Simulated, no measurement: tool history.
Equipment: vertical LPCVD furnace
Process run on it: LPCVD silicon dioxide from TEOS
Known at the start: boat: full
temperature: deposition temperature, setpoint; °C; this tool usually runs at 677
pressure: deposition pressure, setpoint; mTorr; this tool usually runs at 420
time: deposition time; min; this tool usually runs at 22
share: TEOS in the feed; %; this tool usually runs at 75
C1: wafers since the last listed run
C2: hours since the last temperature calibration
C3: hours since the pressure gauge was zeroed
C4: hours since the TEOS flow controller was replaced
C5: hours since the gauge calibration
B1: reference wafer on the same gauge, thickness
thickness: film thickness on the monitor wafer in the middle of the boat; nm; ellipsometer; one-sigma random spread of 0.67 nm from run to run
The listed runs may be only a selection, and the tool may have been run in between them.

run 1 hour=0 | temperature=677 pressure=420 time=22 share=75 | C1=0 C2=899.2 C3=2004.8 C4=1134.7 C5=270.1 | B1=109.1 | thickness=112.67
run 2 hour=106.4 | temperature=677 pressure=420 time=22 share=75 | C1=1862 C2=1005.6 C3=2111.2 C4=1241.1 C5=376.5 | B1=108.68 | thickness=112.38
run 3 hour=170.2 | temperature=677 pressure=420 time=22 share=75 | C1=1116 C2=1069.4 C3=2175 C4=1304.9 C5=440.3 | B1=108.35 | thickness=111.68
run 4 hour=218 | temperature=677 pressure=420 time=24 share=75 | C1=836 C2=1117.2 C3=2222.8 C4=1352.7 C5=488.1 | B1=108.18 | thickness=120.91
run 5 hour=292.8 | temperature=677 pressure=420 time=22 share=75 | C1=1309 C2=1192 C3=2297.6 C4=1427.5 C5=562.9 | B1=107.9 | thickness=110.68
run 6 hour=337.7 | temperature=677 pressure=420 time=22 share=75 | C1=786 C2=1236.9 C3=2342.5 C4=1472.4 C5=607.8 | B1=107.55 | thickness=111.12
run 7 hour=377.1 | temperature=677 pressure=420 time=22 share=75 | C1=689 C2=1276.3 C3=2381.9 C4=1511.8 C5=647.2 | B1=107.55 | thickness=111.84
run 8 hour=483.5 | temperature=677 pressure=355 time=22 share=75 | C1=1862 C2=1382.7 C3=2488.3 C4=1618.2 C5=753.6 | B1=106.86 | thickness=101.35
run 9 hour=551.9 | temperature=677 pressure=355 time=22 share=75 | C1=1197 C2=1451.1 C3=2556.7 C4=1686.6 C5=822 | B1=106.72 | thickness=100.77
run 10 hour=630.9 | temperature=677 pressure=355 time=22 share=75 | C1=1383 C2=1530.1 C3=2635.7 C4=1765.6 C5=901 | B1=106.48 | thickness=100.99
run 11 hour=667.5 | temperature=674 pressure=500 time=22 share=75 | C1=640 C2=1566.7 C3=2672.3 C4=1802.2 C5=937.6 | B1=106.21 | thickness=109.99
run 12 hour=709.9 | temperature=674 pressure=500 time=22 share=75 | C1=742 C2=1609.1 C3=2714.7 C4=1844.6 C5=980 | B1=106.08 | thickness=110.83
-- hour=787.7 thermocouples replaced and temperature profile calibrated
run 13 hour=788.2 | temperature=677 pressure=420 time=22 share=75 | C1=950 C2=0.5 C3=2793 C4=1922.9 C5=1058.3 | B1=105.66 | thickness=108.79
run 14 hour=890.2 | temperature=677 pressure=420 time=22 share=75 | C1=1785 C2=102.5 C3=2895 C4=2024.9 C5=1160.3 | B1=105.17 | thickness=109.43
-- hour=917.1 pressure gauge zeroed
run 15 hour=997.1 | temperature=677 pressure=515 time=18 share=75 | C1=1451 C2=209.4 C3=80 C4=2131.8 C5=1267.2 | B1=104.82 | thickness=98.29
run 16 hour=1096 | temperature=677 pressure=315 time=19 share=75 | C1=1731 C2=308.3 C3=178.9 C4=2230.7 C5=1366.1 | B1=104.29 | thickness=79.66
run 17 hour=1157.8 | temperature=677 pressure=420 time=22 share=75 | C1=1081 C2=370.1 C3=240.7 C4=2292.5 C5=1427.9 | B1=104.08 | thickness=108.95
-- hour=1255 TEOS flow controller replaced
run 18 hour=1258.5 | temperature=677 pressure=470 time=22 share=75 | C1=1342 C2=470.8 C3=341.4 C4=3.5 C5=1528.6 | B1=103.63 | thickness=113.92
run 19 hour=1358.2 | temperature=672 pressure=360 time=22 share=75 | C1=1745 C2=570.5 C3=441.1 C4=103.2 C5=1628.3 | B1=103.07 | thickness=87.46
run 20 hour=1450.7 | temperature=677 pressure=330 time=16.5 share=70 | C1=1619 C2=663 C3=533.6 C4=195.7 C5=1720.8 | B1=102.68 | thickness=68.84
-- hour=1494.2 gauge calibrated
run 21 hour=1514.6 | temperature=665 pressure=380 time=24.5 share=75 | C1=1118 C2=726.9 C3=597.5 C4=259.6 C5=20.4 | B1=109.15 | thickness=88.48
run 22 hour=1589.3 | temperature=674 pressure=420 time=22 share=75 | C1=1307 C2=801.6 C3=672.2 C4=334.3 C5=95.1 | B1=108.9 | thickness=104.47
run 23 hour=1648.9 | temperature=671 pressure=365 time=26.5 share=86 | C1=1043 C2=861.2 C3=731.8 C4=393.9 C5=154.7 | B1=108.55 | thickness=116.28
run 24 hour=1714.7 | temperature=677 pressure=420 time=22 share=75 | C1=1151 C2=927 C3=797.6 C4=459.7 C5=220.5 | B1=108.44 | thickness=111.65
run 25 hour=1801.7 | temperature=677 pressure=370 time=29.5 share=88 | C1=1523 C2=1014 C3=884.6 C4=546.7 C5=307.5 | B1=107.87 | thickness=153.09
run 26 hour=1855.7 | temperature=677 pressure=420 time=16.5 share=75 | C1=945 C2=1068 C3=938.6 C4=600.7 C5=361.5 | B1=107.5 | thickness=83.53
run 27 hour=1900.2 | temperature=677 pressure=380 time=22 share=75 | C1=779 C2=1112.5 C3=983.1 C4=645.2 C5=406 | B1=107.47 | thickness=105.68
run 28 hour=1985.8 | temperature=677 pressure=420 time=22 share=75 | C1=1498 C2=1198.1 C3=1068.7 C4=730.8 C5=491.6 | B1=107.18 | thickness=109.64
run 29 hour=2028.8 | temperature=677 pressure=420 time=15 share=75 | C1=752 C2=1241.1 C3=1111.7 C4=773.8 C5=534.6 | B1=106.87 | thickness=75.45

Difference, measured minus no-hidden-state, one row per run. Run-to-run variation is common to both terms; the gauge's own scatter need not be:
Hidden state present: true tube temperature minus thermocouple reading, K; true pressure minus gauge reading, mTorr; deviation of the TEOS flow from its setpoint, %; gauge reads high (%).
run=1 thickness=-0.88
run=2 thickness=-1.37
run=3 thickness=-1.66
run=4 thickness=-2.03
run=5 thickness=-2.21
run=6 thickness=-2.42
run=7 thickness=-2.61
run=8 thickness=-2.83
run=9 thickness=-3.1
run=10 thickness=-3.45
run=11 thickness=-3.93
run=12 thickness=-4.16
run=13 thickness=-4.45
run=14 thickness=-4.96
run=15 thickness=-4.92
run=16 thickness=-4.33
run=17 thickness=-6.23
run=18 thickness=-7.04
run=19 thickness=-5.8
run=20 thickness=-4.85
run=21 thickness=-0.65
run=22 thickness=-1.09
run=23 thickness=-1.49
run=24 thickness=-1.74
run=25 thickness=-2.93
run=26 thickness=-1.79
run=27 thickness=-2.46
run=28 thickness=-2.95
run=29 thickness=-2.17

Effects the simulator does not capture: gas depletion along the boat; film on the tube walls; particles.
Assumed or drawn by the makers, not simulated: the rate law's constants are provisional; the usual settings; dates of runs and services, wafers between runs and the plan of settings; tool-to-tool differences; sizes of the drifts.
